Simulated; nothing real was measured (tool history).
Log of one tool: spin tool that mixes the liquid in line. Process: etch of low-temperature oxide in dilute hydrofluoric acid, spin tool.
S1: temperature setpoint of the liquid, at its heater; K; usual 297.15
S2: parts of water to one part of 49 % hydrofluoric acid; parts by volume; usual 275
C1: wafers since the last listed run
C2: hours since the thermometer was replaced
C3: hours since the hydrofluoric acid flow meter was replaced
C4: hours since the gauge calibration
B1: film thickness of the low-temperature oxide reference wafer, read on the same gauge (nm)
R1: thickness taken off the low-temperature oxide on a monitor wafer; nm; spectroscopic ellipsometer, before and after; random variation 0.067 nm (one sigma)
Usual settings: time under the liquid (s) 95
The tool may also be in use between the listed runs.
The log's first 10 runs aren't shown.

{"run": 11, "hour": 602.1, "S1": 297.15, "S2": 215, "time under the liquid (s)": 95, "C1": 398, "C2": 1643.9, "C3": 1371.4, "C4": 1110.8, "B1": 149.97, "R1": 11.06}
{"run": 12, "hour": 627.0, "S1": 297.15, "S2": 275, "time under the liquid (s)": 95, "C1": 271, "C2": 1668.8, "C3": 1396.3, "C4": 1135.7, "B1": 150, "R1": 8.04}
{"run": 13, "hour": 678.3, "S1": 297.15, "S2": 275, "time under the liquid (s)": 95, "C1": 559, "C2": 1720.1, "C3": 1447.6, "C4": 1187, "B1": 150, "R1": 8.06}
{"run": 14, "hour": 746.1, "S1": 297.15, "S2": 275, "time under the liquid (s)": 95, "C1": 739, "C2": 1787.9, "C3": 1515.4, "C4": 1254.8, "B1": 150.02, "R1": 8.03}
{"run": 15, "hour": 805.4, "S1": 297.15, "S2": 275, "time under the liquid (s)": 60, "C1": 646, "C2": 1847.2, "C3": 1574.7, "C4": 1314.1, "B1": 150.01, "R1": 5.02}
{"run": 16, "hour": 847.8, "S1": 297.15, "S2": 275, "time under the liquid (s)": 95, "C1": 462, "C2": 1889.6, "C3": 1617.1, "C4": 1356.5, "B1": 149.99, "R1": 8.07}
{"run": 17, "hour": 873.1, "S1": 297.15, "S2": 155, "time under the liquid (s)": 110, "C1": 275, "C2": 1914.9, "C3": 1642.4, "C4": 1381.8, "B1": 150, "R1": 18.92}
{"hour": 896.0, "done": "thermometer replaced"}
{"run": 18, "hour": 923.7, "S1": 299.65, "S2": 325, "time under the liquid (s)": 95, "C1": 540, "C2": 27.7, "C3": 1693, "C4": 1432.4, "B1": 150.02, "R1": 7.32}
{"run": 19, "hour": 958.5, "S1": 297.15, "S2": 275, "time under the liquid (s)": 95, "C1": 379, "C2": 62.5, "C3": 1727.8, "C4": 1467.2, "B1": 149.97, "R1": 8.27}
{"hour": 964.4, "done": "hydrofluoric acid flow meter replaced"}
{"run": 20, "hour": 1004.9, "S1": 297.15, "S2": 195, "time under the liquid (s)": 120, "C1": 494, "C2": 108.9, "C3": 40.5, "C4": 1513.6, "B1": 149.97, "R1": 16.54}
{"run": 21, "hour": 1034.8, "S1": 297.15, "S2": 200, "time under the liquid (s)": 40, "C1": 325, "C2": 138.8, "C3": 70.4, "C4": 1543.5, "B1": 150, "R1": 5.21}
{"hour": 1090.2, "done": "gauge calibrated"}
{"run": 22, "hour": 1101.6, "S1": 295.65, "S2": 275, "time under the liquid (s)": 135, "C1": 728, "C2": 205.6, "C3": 137.2, "C4": 11.4, "B1": 150.01, "R1": 11.38}
{"run": 23, "hour": 1159.9, "S1": 293.15, "S2": 415, "time under the liquid (s)": 150, "C1": 635, "C2": 263.9, "C3": 195.5, "C4": 69.7, "B1": 150.01, "R1": 6.8}
{"run": 24, "hour": 1185.2, "S1": 292.15, "S2": 275, "time under the liquid (s)": 95, "C1": 275, "C2": 289.2, "C3": 220.8, "C4": 95, "B1": 150.03, "R1": 7.19}
{"run": 25, "hour": 1217.6, "S1": 297.15, "S2": 275, "time under the liquid (s)": 95, "C1": 353, "C2": 321.6, "C3": 253.2, "C4": 127.4, "B1": 150, "R1": 8.47}
{"run": 26, "hour": 1287.2, "S1": 297.15, "S2": 275, "time under the liquid (s)": 50, "C1": 758, "C2": 391.2, "C3": 322.8, "C4": 197, "B1": 149.99, "R1": 4.42}
{"hour": 1305.2, "done": "thermometer replaced, repeated, since the last time left the tool worse"}
{"run": 27, "hour": 1323.2, "S1": 297.15, "S2": 350, "time under the liquid (s)": 95, "C1": 381, "C2": 18, "C3": 358.8, "C4": 233, "B1": 150, "R1": 5.53}
{"run": 28, "hour": 1384.3, "S1": 299.65, "S2": 390, "time under the liquid (s)": 110, "C1": 666, "C2": 79.1, "C3": 419.9, "C4": 294.1, "B1": 150.01, "R1": 6}
{"run": 29, "hour": 1448.3, "S1": 300.15, "S2": 225, "time under the liquid (s)": 40, "C1": 697, "C2": 143.1, "C3": 483.9, "C4": 358.1, "B1": 149.99, "R1": 4.62}
{"run": 30, "hour": 1495.7, "S1": 292.15, "S2": 275, "time under the liquid (s)": 95, "C1": 516, "C2": 190.5, "C3": 531.3, "C4": 405.5, "B1": 150.06, "R1": 6.39}
{"run": 31, "hour": 1560.8, "S1": 297.15, "S2": 275, "time under the liquid (s)": 45, "C1": 709, "C2": 255.6, "C3": 596.4, "C4": 470.6, "B1": 149.98, "R1": 3.62}
{"run": 32, "hour": 1614.0, "S1": 300.65, "S2": 400, "time under the liquid (s)": 55, "C1": 579, "C2": 308.8, "C3": 649.6, "C4": 523.8, "B1": 149.99, "R1": 3.09}
{"run": 33, "hour": 1649.7, "S1": 292.65, "S2": 355, "time under the liquid (s)": 115, "C1": 389, "C2": 344.5, "C3": 685.3, "C4": 559.5, "B1": 150, "R1": 5.62}

3 ways to go on from here, each from the tool as it stands after run 33. What would each give?
{"run": "A", "hour": 1650.1, "S1": 297.15, "S2": 275, "time under the liquid (s)": 95, "C1": 4, "C2": 344.9, "C3": 685.7, "C4": 559.9, "B1": "?", "R1": "?"}
{"run": "B", "hour": 1650.1, "S1": 297.15, "S2": 355, "time under the liquid (s)": 95, "C1": 4, "C2": 344.9, "C3": 685.7, "C4": 559.9, "B1": "?", "R1": "?"}
{"run": "C", "hour": 1650.1, "S1": 297.15, "S2": 185, "time under the liquid (s)": 135, "C1": 4, "C2": 344.9, "C3": 685.7, "C4": 559.9, "B1": "?", "R1": "?"}

run=A B1=150 R1=7.76
run=B B1=150 R1=5.56
run=C B1=150 R1=18.01
Without the tool's hidden state the same runs would have given:
run=A R1=7.65
run=B R1=5.49
run=C R1=17.75

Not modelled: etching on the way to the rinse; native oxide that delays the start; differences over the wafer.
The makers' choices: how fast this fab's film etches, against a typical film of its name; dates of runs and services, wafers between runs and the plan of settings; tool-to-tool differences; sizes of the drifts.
